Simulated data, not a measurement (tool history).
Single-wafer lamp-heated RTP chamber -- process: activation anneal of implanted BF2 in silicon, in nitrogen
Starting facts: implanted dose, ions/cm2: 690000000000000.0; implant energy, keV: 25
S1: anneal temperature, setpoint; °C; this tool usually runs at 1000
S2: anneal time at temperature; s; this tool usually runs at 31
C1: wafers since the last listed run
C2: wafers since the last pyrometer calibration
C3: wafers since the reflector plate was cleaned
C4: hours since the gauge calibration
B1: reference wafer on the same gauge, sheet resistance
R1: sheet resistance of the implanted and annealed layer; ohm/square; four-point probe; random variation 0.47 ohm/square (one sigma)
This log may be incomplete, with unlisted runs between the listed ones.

run,hour,S1,S2,C1,C2,C3,C4,B1,R1
1,0,1000,27,0,4717,641,333,241.94,206.69
2,24.1,1000,27,300,5017,941,357.1,241.8,208.06
3,92.3,983,31,849,5866,1790,425.3,241.8,216.16
4,128,983,31,444,6311,2234,461,241.85,215.56
5,179.7,983,31,643,6955,2878,512.7,242.16,215.71
6,233.6,1000,35,671,7626,3549,566.6,241.99,202.32
# hour 268.6: pyrometer window cleaned and pyrometer calibrated
7,271.5,1000,35,372,36,3921,604.5,241.93,201.54
8,308.4,1000,31,459,495,4380,641.4,242.05,203.01
# hour 352.3: reflector plate cleaned
9,352.8,1000,31,453,948,5,685.8,242.07,206.4
10,394.5,990,15,519,1467,524,727.5,242.08,221.17
11,424.3,1028,13,370,1838,895,757.3,241.96,201.8
# hour 432.8: gauge calibrated
12,493.1,1027,31,856,2695,1752,60.3,242.07,192.14
13,543,974,42,621,3316,2373,110.2,241.91,218.88
14,590.4,1000,23,590,3906,2963,157.6,241.98,207
15,617.5,985,14,337,4243,3301,184.7,241.68,224.23
16,645.5,1000,31,348,4592,3649,212.7,242.02,202.93

Hidden condition of the tool, last listed run before each entry between runs versus first listed run after:
Runs 6 to 7: pyrometer window cleaned and pyrometer calibrated (hour 268.6)
  wafer temperature error from the tarnished reflector plate, K: 5.45 -> 6.14
  the result without the hidden state subtracted from the measured one, R1: -3.31 -> -3.7 ohm/square
Runs 8 to 9: reflector plate cleaned (hour 352.3)
  wafer temperature error from the tarnished reflector plate, K: 6.82 -> 0.259
  the result without the hidden state subtracted from the measured one, R1: -4.17 -> -0.16 ohm/square
Runs 11 to 12: gauge calibrated (hour 432.8)
  wafer temperature error from the tarnished reflector plate, K: 1.57 -> 2.82
  the result without the hidden state subtracted from the measured one, R1: -0.66 -> -0.98 ohm/square
